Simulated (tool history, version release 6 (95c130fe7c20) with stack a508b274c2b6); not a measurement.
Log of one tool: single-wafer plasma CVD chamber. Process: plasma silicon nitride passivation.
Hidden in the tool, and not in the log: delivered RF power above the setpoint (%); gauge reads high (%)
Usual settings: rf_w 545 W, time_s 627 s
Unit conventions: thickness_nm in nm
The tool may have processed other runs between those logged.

run	day	rf_w	time_s	wafers since the last listed run	hours since the last RF generator calibration	hours since the showerhead was replaced	hours since the gauge calibration	read-back reference wafer on the same gauge, thickness_nm	thickness_nm
1	0	545	627	0	2558.6	2104.4	164.6	919.878	1018.006
2	1.479	545	627	104	2594.1	2139.9	200.1	920.54	1014.952
3	2.4	475	627	64	2616.2	2162	222.2	919.99	977.179
4	3.133	475	627	51	2633.8	2179.6	239.8	919.692	976.67
5	4.333	545	627	84	2662.6	2208.4	268.6	920.387	1014.638
6	5.821	545	627	104	2698.3	2244.1	304.3	920.004	1014.45
7	6.917	545	627	77	2724.6	2270.4	330.6	919.837	1012.326
8	8.275	575	723	95	2757.2	2303	363.2	919.721	1187.62
9	9.225	575	723	66	2780	2325.8	386	919.739	1185.382
10	9.967	545	627	52	2797.8	2343.6	403.8	919.639	1010.89
11	10.925	545	627	67	2820.8	2366.6	426.8	920.033	1013.018
# day 11.921: RF generator calibrated
12	12.112	545	627	60	4.6	2395.1	455.3	919.953	1043.162
13	13.075	590	745	67	27.7	2418.2	478.4	920.396	1265.137
14	14.246	630	574	82	55.8	2446.3	506.5	919.81	993.693
15	15.504	545	627	88	86	2476.5	536.7	919.931	1042.387
16	16.604	545	627	77	112.4	2502.9	563.1	919.707	1041.306
17	17.721	520	570	78	139.2	2529.7	589.9	920.149	933.46
18	19.058	495	573	94	171.3	2561.8	622	919.843	926.475
19	20.083	650	592	72	195.9	2586.4	646.6	919.934	1033.53
# day 21.038: showerhead replaced, of another model than before
20	21.375	545	627	67	226.9	8.1	677.6	919.952	1045.228
21	22.362	585	712	69	250.6	31.8	701.3	920.428	1201.684
# day 22.554: gauge calibrated
22	23.529	615	627	82	278.6	59.8	23.4	920.069	1070.793
23	24.983	545	627	102	313.5	94.7	58.3	919.983	1040.155
24	29.438	600	671	313	420.4	201.6	165.2	920.028	1139.667

Per-run results on a tool with no hidden state, each run keeping its own random variation:
run	thickness_nm
1	1046.076
2	1043.711
3	1005.337
4	1005.191
5	1044.916
6	1045.538
7	1043.958
8	1225.627
9	1223.951
10	1044.208
11	1046.963
12	1046.518
13	1269.211
14	996.902
15	1045.77
16	1044.706
17	936.531
18	929.558
19	1037.004
20	1047.761
21	1204.633
22	1073.463
23	1042.806
24	1142.81
